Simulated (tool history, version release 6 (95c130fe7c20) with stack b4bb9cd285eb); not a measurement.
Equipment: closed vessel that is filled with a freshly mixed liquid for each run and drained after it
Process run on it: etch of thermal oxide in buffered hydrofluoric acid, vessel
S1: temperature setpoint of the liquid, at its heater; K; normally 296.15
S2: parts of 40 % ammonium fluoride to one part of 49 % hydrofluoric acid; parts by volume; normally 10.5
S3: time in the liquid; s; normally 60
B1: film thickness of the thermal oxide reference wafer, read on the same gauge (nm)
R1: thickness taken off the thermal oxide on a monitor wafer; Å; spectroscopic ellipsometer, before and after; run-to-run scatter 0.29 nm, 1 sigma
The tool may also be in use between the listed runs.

run	hour	S1	S2	S3	B1	R1
1	0	293.65	10.5	60	39.98	462.4
2	97.4	293.65	10.5	60	39.97	463.4
3	172.1	293.65	10.5	60	40.02	459.1
4	259.3	296.15	10.5	45	40.01	391.6
# hour 290.8: hydrofluoric acid flow meter replaced
5	303	293.15	10.5	60	39.99	445.9
# hour 325.9: gauge calibrated
# hour 336.6: thermometer replaced
6	404.9	293.15	10.5	60	39.99	509.4
7	460.3	296.15	9	60	39.98	667.6
8	501.4	294.15	13.5	30	40	207.6
9	594.9	296.15	7.5	70	40.01	942.6
10	678.6	296.15	10.5	60	40.02	589.4
11	729.1	293.15	10.5	60	40.02	504.4
12	786.8	296.15	10.5	60	39.99	586.3
13	847.7	297.65	13.5	30	39.99	249
14	905.5	296.15	10.5	70	40.02	681.9

Alternative continuations, all from the tool just after run 14; predict every row:
A	906.2	300.65	10.5	60	?	?
B	906.2	292.65	10.5	60	?	?
C	906.2	292.65	8	50	?	?
D	906.2	298.65	10.5	40	?	?

run	B1	R1
A	39.99	744.4
B	39.99	479.2
C	39.99	508.5
D	39.99	445.5
The same runs, with their run-to-run variation unchanged, on a tool lacking any hidden condition would have given:
run	R1
A	781.9
B	504.7
C	535.6
D	468.2

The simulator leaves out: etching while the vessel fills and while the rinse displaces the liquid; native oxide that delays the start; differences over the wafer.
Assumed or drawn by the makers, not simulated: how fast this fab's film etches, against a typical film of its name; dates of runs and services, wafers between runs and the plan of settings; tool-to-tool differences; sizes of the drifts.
